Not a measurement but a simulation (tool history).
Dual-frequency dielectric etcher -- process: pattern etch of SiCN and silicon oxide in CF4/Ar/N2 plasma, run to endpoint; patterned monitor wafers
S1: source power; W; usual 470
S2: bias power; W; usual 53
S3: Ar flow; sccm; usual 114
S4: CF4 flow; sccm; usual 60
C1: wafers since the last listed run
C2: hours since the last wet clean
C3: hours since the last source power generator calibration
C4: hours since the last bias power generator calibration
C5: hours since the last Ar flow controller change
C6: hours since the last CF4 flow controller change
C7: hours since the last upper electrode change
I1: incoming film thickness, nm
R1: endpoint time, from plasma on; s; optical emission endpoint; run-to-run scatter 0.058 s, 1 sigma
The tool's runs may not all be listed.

run   hour   S1  S2   S3  S4   C1     C2      C3      C4     C5     C6      C7     I1    R1
  1      0  470  53  114  60    0  329.8  3771.8    1984   42.6   70.9  3793.1  12.08  15.7
       8.8  -- source power generator calibrated
  2    9.3  380  53  114  60   85  339.1     0.5  1993.3   51.9   80.2  3802.4  12.05  18.5
  3   15.9  380  53  114  60  106  345.7     7.1  1999.9   58.5   86.8    3809  12.03  18.5
  4   22.9  490  53  114  60  112  352.7    14.1  2006.9   65.5   93.8    3816   11.9  14.9
  5   37.2  490  53  114  60  230    367    28.4  2021.2   79.8  108.1  3830.3  11.89  14.9
  6   54.3  470  53  114  70  275  384.1    45.5  2038.3   96.9  125.2  3847.4  11.86  15.3
  7     71  590  49   95  60  268  400.8    62.2    2055  113.6  141.9  3864.1  11.94  12.8
      83.6  -- bias power generator calibrated
  8   84.1  470  48  114  60  146  413.9    75.3     0.5  126.7    155  3877.2  12.06    16
     115.2  -- wet clean of the chamber
     128.5  -- upper electrode replaced
  9    129  470  44  140  60  122   13.8   120.2    45.4  171.6  199.9     0.5  11.98  15.9
 10  129.3  470  59  137  60    4   14.1   120.5    45.7  171.9  200.2     0.8  11.98  15.2
 11  129.7  470  53  114  60    6   14.5   120.9    46.1  172.3  200.6     1.2  12.12  15.3
 12    130  470  53  114  60    4   14.8   121.2    46.4  172.6  200.9     1.5  12.05  15.3
 13  143.7  410  53   95  60  220   28.5   134.9    60.1  186.3  214.6    15.2  11.99  16.6
 14  187.6  470  53  114  60  706   72.4   178.8     104  230.2  258.5    59.1  12.05  15.4
 15  199.8  470  53  128  60  196   84.6     191   116.2  242.4  270.7    71.3  11.97  15.5
 16  209.7  470  48  114  50  159   94.5   200.9   126.1  252.3  280.6    81.2  12.06  15.8
 17  247.7  370  53  114  46  611  132.5   238.9   164.1  290.3  318.6   119.2  12.03  18.9
 18  257.3  400  61  135  67  154  142.1   248.5   173.7  299.9  328.2   128.8  12.14  17.3
 19    271  470  53  114  60  220  155.8   262.2   187.4  313.6  341.9   142.5  11.96  15.2
 20  284.7  470  49  114  55  220  169.5   275.9   201.1  327.3  355.6   156.2  11.93  15.6
 21  296.4  470  53  114  68  188  181.2   287.6   212.8    339  367.3   167.9     12  15.1
 22  307.3  470  53  114  60  175  192.1   298.5   223.7  349.9  378.2   178.8  12.02  15.5
 23    315  470  53  101  60  123  199.8   306.2   231.4  357.6  385.9   186.5  11.85  14.9
 24  321.7  470  53  114  60  107  206.5   312.9   238.1  364.3  392.6   193.2     12  15.3
 25  335.5  550  45  114  60  222  220.3   326.7   251.9  378.1  406.4     207  12.01  13.9

Predict each of these 3 candidate next runs independently; none follows another, all start after run 25:
  A  335.9  470  53  114  60   6  220.7  327.1  252.3  378.5  406.8  207.4  12   ?
  B  335.9  470  64  114  60   6  220.7  327.1  252.3  378.5  406.8  207.4  12   ?
  C  335.9  400  53  114  60   6  220.7  327.1  252.3  378.5  406.8  207.4  12   ?

run    R1
  A  15.4
  B  14.9
  C  17.4
What these runs would have given with no unlogged condition in the tool:
run    R1
  A  15.1
  B  14.6
  C  17.1
